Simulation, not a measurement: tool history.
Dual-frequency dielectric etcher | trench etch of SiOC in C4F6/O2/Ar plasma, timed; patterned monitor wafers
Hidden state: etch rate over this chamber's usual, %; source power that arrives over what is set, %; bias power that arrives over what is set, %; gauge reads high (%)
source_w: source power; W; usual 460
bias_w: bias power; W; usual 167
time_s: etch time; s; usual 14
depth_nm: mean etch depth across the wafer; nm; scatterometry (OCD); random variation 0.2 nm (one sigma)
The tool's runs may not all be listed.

run    hour  source_w  bias_w  time_s  wafers since the last listed run  hours since the last wet clean  hours since the last source power generator calibration  hours since the last bias power generator calibration  hours since the last upper electrode change  hours since the gauge calibration  read-back reference wafer on the same gauge, depth_nm  depth_nm
  1       0       460     199      14                                 0                            88.4                                                   2318.8                                                 1322.8                                       2661.4                             1598.8                                                  36.93     35.32
  2    51.7       460     167      14                              1204                           140.1                                                   2370.5                                                 1374.5                                       2713.1                             1650.5                                                  36.97     33.17
  3   103.9       460     167      14                              1216                           192.3                                                   2422.7                                                 1426.7                                       2765.3                             1702.7                                                   36.9     33.19
  4   176.8       460     167      14                              1698                           265.2                                                   2495.6                                                 1499.6                                       2838.2                             1775.6                                                     37     32.65
  5     257       460     167      14                              1868                           345.4                                                   2575.8                                                 1579.8                                       2918.4                             1855.8                                                     37     32.36
  6   360.6       420     167      14                              2414                             449                                                   2679.4                                                 1683.4                                         3022                             1959.4                                                     37     31.38
  7   454.2       420     167      14                              2180                           542.6                                                     2773                                                   1777                                       3115.6                               2053                                                  36.97     31.05
      491.2  -- wet clean of the chamber
  8   547.6       420     167      14                              1617                            56.4                                                   2866.4                                                 1870.4                                         3209                             2146.4                                                  36.98     32.09
  9   589.4       460     167      14                               973                            98.2                                                   2908.2                                                 1912.2                                       3250.8                             2188.2                                                  37.05     33.02
 10   687.1       460     167      14                              2276                           195.9                                                   3005.9                                                 2009.9                                       3348.5                             2285.9                                                  36.95     33.03
        956  -- gauge calibrated
 11   993.3       460     167      14                              7134                           502.1                                                   3312.1                                                 2316.1                                       3654.7                               37.3                                                  36.97     31.92
     1088.3  -- wet clean of the chamber
 12  1088.8       490     167      14                              1666                             0.5                                                   3407.6                                                 2411.6                                       3750.2                              132.8                                                  37.02     34.28
     1179.2  -- source power generator calibrated
 13  1351.4       490     167      14                              6025                           263.1                                                    172.2                                                 2674.2                                       4012.8                              395.4                                                  36.98      33.5
     1683.2  -- wet clean of the chamber
 14  1683.7       460     167      14                              7183                             0.5                                                    504.5                                                 3006.5                                       4345.1                              727.7                                                  37.02     33.36
 15  1745.7       460     167      14                              1444                            62.5                                                    566.5                                                 3068.5                                       4407.1                              789.7                                                  37.02     33.35
 16  1782.3       360     167      14                               852                            99.1                                                    603.1                                                 3105.1                                       4443.7                              826.3                                                  37.03     30.26
 17  1879.1       380     167      11                              2255                           195.9                                                    699.9                                                 3201.9                                       4540.5                              923.1                                                  36.94     24.42
     1921.3  -- upper electrode replaced
 18  1921.8       460     167      14                               435                           238.6                                                    742.6                                                 3244.6                                          0.5                              965.8                                                  36.97     32.66
 19  1968.1       460     167      14                              1078                           284.9                                                    788.9                                                 3290.9                                         46.8                             1012.1                                                  37.03      32.7
 20  2032.3       460     167      14                              1495                           349.1                                                    853.1                                                 3355.1                                          111                             1076.3                                                  37.02     32.45
 21  2112.9       420     130      16                              1878                           429.7                                                    933.7                                                 3435.7                                        191.6                             1156.9                                                  37.02     32.64
     2141.1  -- bias power generator calibrated
 22  2156.8       460     207      14                               929                           473.6                                                    977.6                                                   15.7                                        235.5                             1200.8                                                  37.03     35.32
 23  2218.5       460     167      12                              1437                           535.3                                                   1039.3                                                   77.4                                        297.2                             1262.5                                                  36.98     27.71
 24  2289.5       490     167      14                              1654                           606.3                                                   1110.3                                                  148.4                                        368.2                             1333.5                                                  36.99     33.12
     2330.1  -- wet clean of the chamber
 25  2514.8       530     198    10.5                              4690                           184.7                                                   1335.6                                                  373.7                                        593.5                             1558.8                                                  37.03     27.61
 26  2552.3       460     167      14                               873                           222.2                                                   1373.1                                                  411.2                                          631                             1596.3                                                  37.03     32.79
 27  2660.1       370     183      11                              2511                             330                                                   1480.9                                                    519                                        738.8                             1704.1                                                  37.04     24.67
 28  2730.6       520     140      14                              1642                           400.5                                                   1551.4                                                  589.5                                        809.3                             1774.6                                                  36.96     31.93
 29  2781.6       370     147    15.5                              1188                           451.5                                                   1602.4                                                  640.5                                        860.3                             1825.6                                                  36.98     31.66
 30  2823.6       410     152      18                               978                           493.5                                                   1644.4                                                  682.5                                        902.3                             1867.6                                                  36.95     38.47

Forecast each of these 3 alternatives for the next run:
  A  2824       460     167      14                                 9                           493.9                                                   1644.8                                                  682.9                                        902.7                               1868                                                      ?         ?
  B  2824       460     148      14                                 9                           493.9                                                   1644.8                                                  682.9                                        902.7                               1868                                                      ?         ?
  C  2824       550     167      14                                 9                           493.9                                                   1644.8                                                  682.9                                        902.7                               1868                                                      ?         ?

run  read-back reference wafer on the same gauge, depth_nm  depth_nm
  A                                                  37.01     32.25
  B                                                  37.01     30.72
  C                                                  37.01     34.33
Without the tool's hidden state the same runs would have given:
run  depth_nm
  A     33.35
  B     31.76
  C      35.5

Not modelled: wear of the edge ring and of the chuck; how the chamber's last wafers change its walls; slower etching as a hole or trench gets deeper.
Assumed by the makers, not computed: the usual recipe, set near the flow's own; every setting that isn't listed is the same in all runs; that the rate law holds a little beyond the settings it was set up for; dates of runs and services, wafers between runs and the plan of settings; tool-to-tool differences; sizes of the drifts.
